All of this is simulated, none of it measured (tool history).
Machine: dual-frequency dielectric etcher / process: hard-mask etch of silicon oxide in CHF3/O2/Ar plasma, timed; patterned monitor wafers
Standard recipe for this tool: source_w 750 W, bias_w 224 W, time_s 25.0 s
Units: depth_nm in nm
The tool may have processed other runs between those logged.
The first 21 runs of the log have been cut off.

run,hour,source_w,bias_w,time_s,wafers since the last listed run,hours since the last wet clean,hours since the last source power generator calibration,hours since the last bias power generator calibration,hours since the last upper electrode change,hours since the gauge calibration,"read-back reference wafer on the same gauge, depth_nm",depth_nm
22,239.4,750,224,25.0,115,172.2,104.1,184.8,49.7,221.3,43.9,50.4
23,248.0,630,224,29.0,111,180.8,112.7,193.4,58.3,229.9,43.9,54.8
24,263.0,750,224,25.0,194,195.8,127.7,208.4,73.3,244.9,43.8,50.7
25,275.8,640,241,25.0,166,208.6,140.5,221.2,86.1,257.7,43.8,48.6
26,283.6,830,224,19.5,101,216.4,148.3,229.0,93.9,265.5,43.8,41.1
27,295.0,750,224,25.0,147,227.8,159.7,240.4,105.3,276.9,43.9,50.3
28,341.3,750,240,18.5,600,274.1,206.0,286.7,151.6,323.2,43.8,38.1
29,349.7,750,186,25.0,108,282.5,214.4,295.1,160.0,331.6,43.8,47.4
30,362.3,850,188,32.0,163,295.1,227.0,307.7,172.6,344.2,43.8,63.6

4 ways to go on from here, each from the tool as it stands after run 30. What would each give?
A,362.7,750,224,25.0,5,295.5,227.4,308.1,173.0,344.6,?,?
B,362.7,750,279,25.0,5,295.5,227.4,308.1,173.0,344.6,?,?
C,362.7,920,204,25.0,5,295.5,227.4,308.1,173.0,344.6,?,?
D,362.7,900,240,28.5,5,295.5,227.4,308.1,173.0,344.6,?,?

run,"read-back reference wafer on the same gauge, depth_nm",depth_nm
A,43.8,50.1
B,43.8,54.4
C,43.8,52.7
D,43.8,63.1
With the hidden condition removed and each run's random variation left untouched, the same runs would have given:
run,depth_nm
A,51.1
B,55.4
C,53.6
D,64.2
